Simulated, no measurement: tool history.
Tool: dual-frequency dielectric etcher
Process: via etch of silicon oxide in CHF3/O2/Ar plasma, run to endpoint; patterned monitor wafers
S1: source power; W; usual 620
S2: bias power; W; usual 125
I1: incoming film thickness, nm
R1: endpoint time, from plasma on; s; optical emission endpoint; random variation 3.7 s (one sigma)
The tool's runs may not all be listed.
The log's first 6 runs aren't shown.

-- hour=304.2 wet clean of the chamber
run 7 hour=304.7 | S1=530 S2=108 | I1=822.5 | R1=520.0
run 8 hour=320.0 | S1=530 S2=108 | I1=819.5 | R1=519.5
run 9 hour=358.4 | S1=510 S2=125 | I1=826.3 | R1=494.1
run 10 hour=421.2 | S1=510 S2=125 | I1=817.5 | R1=482.6
run 11 hour=464.9 | S1=620 S2=125 | I1=822.7 | R1=450.2
run 12 hour=511.1 | S1=620 S2=125 | I1=820.9 | R1=458.2
run 13 hour=574.9 | S1=690 S2=125 | I1=818.9 | R1=428.1
run 14 hour=637.3 | S1=690 S2=125 | I1=825.4 | R1=433.8
-- hour=694.6 wet clean of the chamber
run 15 hour=696.3 | S1=690 S2=125 | I1=820.9 | R1=435.6
run 16 hour=738.4 | S1=530 S2=125 | I1=817.7 | R1=483.8

Forecast run 17:
-- hour=765.4 bias power generator calibrated
run 17 hour=793.7 | S1=550 S2=104 | I1=820.5 | R1=?

Run 17 gave R1 527.9 s.
Without the tool's hidden state the same run would have given R1 527.9 s.

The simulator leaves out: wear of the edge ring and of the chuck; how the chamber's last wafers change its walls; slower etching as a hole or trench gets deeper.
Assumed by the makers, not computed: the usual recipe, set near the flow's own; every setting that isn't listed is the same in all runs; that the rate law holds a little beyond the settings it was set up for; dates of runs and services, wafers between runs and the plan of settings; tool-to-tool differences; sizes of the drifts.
